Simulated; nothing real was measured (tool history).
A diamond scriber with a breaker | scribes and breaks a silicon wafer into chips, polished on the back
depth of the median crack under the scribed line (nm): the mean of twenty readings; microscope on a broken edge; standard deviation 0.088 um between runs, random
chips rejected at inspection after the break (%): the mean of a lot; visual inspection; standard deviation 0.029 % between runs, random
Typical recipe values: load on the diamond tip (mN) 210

run	hour	load on the diamond tip (mN)	incoming depth of the damage left on the back of the incoming wafer, um	depth of the median crack under the scribed line (nm)	chips rejected at inspection after the break (%)
1	0.0	210	0.01	12750	0.77
2	8.0	210	0.02	12730	0.85
3	24.5	210	0.01	12740	0.76
4	38.0	185	0.02	11960	0.58
5	54.1	185	0.04	11700	0.53
6	64.3	193	0.04	12110	0.55
7	75.0	193	0.01	12100	0.55
8	87.8	193	0.03	12070	0.56
9	94.7	210	0.04	12650	0.70
10	106.8	210	0.05	12660	0.71
11	119.7	210	0.04	12560	0.70
12	137.1	210	0.02	12570	0.65
13	153.6	196	0.05	12070	0.52
14	167.8	174	0.02	11350	0.80
15	175.2	170	0.02	11240	1.09
16	187.0	177	0.04	11430	0.79
17	196.9	171	0.03	11200	1.20
18	213.9	210	0.03	12630	0.68
19	222.2	210	0.04	12320	0.59
20	238.7	256	0.03	12750	0.80
21	256.6	163	0.02	10720	1.86
22	267.0	229	0.03	12770	0.88
23	282.7	179	0.02	11330	0.96
24	295.6	259	0.05	13820	2.20
25	307.5	255	0.05	13620	1.95
26	318.7	154	0.03	10430	2.20
27	335.1	191	0.05	11790	0.60

Not shown here: 2 entries made in the log between runs. Locate each between two listed runs and compare the hidden state at the listed run before it with the hidden state at the listed run after it:
Logged between run 19 and run 20: load on the tip recalibrated (hour 232.0)
  share of the diamond tip's cutting effectiveness lost through wear, %: 8.87 -> 9.27; deviation of the load on the tip from its setpoint, %: 17.9 -> 1.36
  measured result minus the result with no hidden state, depth of the median crack under the scribed line (nm): +290 -> -760; chips rejected at inspection after the break (%): +0.05 -> -0.92
Logged between run 20 and run 21: diamond tip replaced by a new one (hour 250.9)
  share of the diamond tip's cutting effectiveness lost through wear, %: 9.27 -> 1.06; deviation of the load on the tip from its setpoint, %: 1.36 -> 2.54
  measured result minus the result with no hidden state, depth of the median crack under the scribed line (nm): -760 -> +60; chips rejected at inspection after the break (%): -0.92 -> -0.13
